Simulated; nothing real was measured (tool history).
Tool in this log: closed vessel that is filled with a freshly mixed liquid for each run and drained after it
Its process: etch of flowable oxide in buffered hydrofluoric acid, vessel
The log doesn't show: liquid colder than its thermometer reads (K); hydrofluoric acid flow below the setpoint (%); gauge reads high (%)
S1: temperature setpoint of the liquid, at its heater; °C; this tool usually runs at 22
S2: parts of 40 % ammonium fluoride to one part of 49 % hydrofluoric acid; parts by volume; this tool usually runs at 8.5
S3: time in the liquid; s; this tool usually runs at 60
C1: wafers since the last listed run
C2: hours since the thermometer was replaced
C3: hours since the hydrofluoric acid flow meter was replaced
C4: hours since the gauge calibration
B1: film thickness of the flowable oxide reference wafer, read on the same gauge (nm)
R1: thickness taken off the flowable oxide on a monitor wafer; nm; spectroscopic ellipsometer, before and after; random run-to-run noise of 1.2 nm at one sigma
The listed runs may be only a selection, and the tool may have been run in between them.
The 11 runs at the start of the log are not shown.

run,hour,S1,S2,S3,C1,C2,C3,C4,B1,R1
12,716.7,22,8.5,60,4311,969.6,928.3,2761,29.99,139.56
13,793.1,22,10.5,60,5861,1046,1004.7,2837.4,29.99,115.3
14,853.2,22,10.5,60,4610,1106.1,1064.8,2897.5,29.99,116.48
15,917.3,22,8.5,60,4917,1170.2,1128.9,2961.6,30,136.44
16,961.6,22,8.5,45,3398,1214.5,1173.2,3005.9,30.01,103.71
17,1068.1,20,10,45,8170,1321,1279.7,3112.4,30.02,80.75
# hour 1234.8: gauge calibrated
18,1391.1,22,7,45,24780,1644,1602.7,156.3,29.99,128.49
19,1484.6,22,8.5,60,7173,1737.5,1696.2,249.8,30.01,139.5
20,1542,18,8.5,60,4403,1794.9,1753.6,307.2,30.04,109.32
21,1598.1,20,7,75,4304,1851,1809.7,363.3,29.99,191.49
22,1681.6,22,8.5,60,6406,1934.5,1893.2,446.8,30.03,140.75
23,1800.4,20,7.5,40,9114,2053.3,2012,565.6,30.01,94.67
# hour 1952.4: thermometer replaced
24,2094.7,20.5,6,30,22502,142.3,2306.3,859.9,30.05,89.57

What does the tool deliver on the next run?
25,2155.8,18.5,12,40,4687,203.4,2367.4,921,?,?

{"run 25": {"B1": 30.01, "R1": 55.86}}
If the tool had no hidden condition, the same run with the same run-to-run variation would have returned R1 55.86 nm.

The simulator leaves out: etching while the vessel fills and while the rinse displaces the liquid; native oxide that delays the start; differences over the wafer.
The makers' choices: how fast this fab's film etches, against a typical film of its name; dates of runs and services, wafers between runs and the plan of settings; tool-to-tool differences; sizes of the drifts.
